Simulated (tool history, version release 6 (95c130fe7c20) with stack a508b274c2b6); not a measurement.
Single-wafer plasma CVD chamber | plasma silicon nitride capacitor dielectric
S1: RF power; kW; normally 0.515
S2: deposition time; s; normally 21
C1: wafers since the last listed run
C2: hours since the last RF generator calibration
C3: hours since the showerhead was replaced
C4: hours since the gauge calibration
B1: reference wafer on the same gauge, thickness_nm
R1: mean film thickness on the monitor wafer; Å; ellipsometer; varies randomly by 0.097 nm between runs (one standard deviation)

run	hour	S1	S2	C1	C2	C3	C4	B1	R1
1	0	0.515	21	0	1017.1	5052.8	402.1	35.991	331.26
2	47	0.515	21	1569	1064.1	5099.8	449.1	36.004	331.02
3	114.9	0.515	22.9	2266	1132	5167.7	517	36.012	362.05
4	144.8	0.515	22.9	998	1161.9	5197.6	546.9	36.021	358.44
5	215.8	0.515	22.9	2370	1232.9	5268.6	617.9	35.998	359.85
6	271.8	0.58	20	1869	1288.9	5324.6	673.9	36.018	324.2
7	306.8	0.58	20	1168	1323.9	5359.6	708.9	35.972	325.82
# hour 358.6: showerhead replaced
8	375.1	0.445	24.2	2013	1392.2	16.5	777.2	35.991	366.51
9	406.7	0.58	21	1054	1423.8	48.1	808.8	36.01	340.11
10	453.5	0.58	21	1562	1470.6	94.9	855.6	35.982	340.58
11	513.2	0.515	19.8	1993	1530.3	154.6	915.3	36.033	311.07
12	563.7	0.515	17.6	1685	1580.8	205.1	965.8	35.979	276.92
13	672.1	0.54	19.1	3618	1689.2	313.5	1074.2	36.007	304.15
14	727.6	0.515	21	1852	1744.7	369	1129.7	35.991	329.24
15	784.9	0.61	18.8	1912	1802	426.3	1187	36.002	307.98
# hour 799: gauge calibrated
# hour 802.7: RF generator calibrated
16	841.3	0.515	18.6	1615	38.6	482.7	42.3	35.983	299.78
17	871	0.515	21	991	68.3	512.4	72	36.025	337.43
18	930	0.58	20	1969	127.3	571.4	131	35.991	330.64
19	966.4	0.435	21	1215	163.7	607.8	167.4	35.988	322.14
20	1057.6	0.56	18.7	3044	254.9	699	258.6	35.993	304.41
21	1119.6	0.6	21	2069	316.9	761	320.6	35.996	346.71

Hidden state, per run?
gauge reads high (%): 0 in every run
H1: delivered RF power above the setpoint (%)
run	H1
1	-8
2	-8.11
3	-8.25
4	-8.31
5	-8.43
6	-8.52
7	-8.57
8	-8.66
9	-8.7
10	-8.75
11	-8.81
12	-8.86
13	-8.94
14	-8.98
15	-9.02
16	-1.19
17	-1.6
18	-2.36
19	-2.78
20	-3.73
21	-4.29
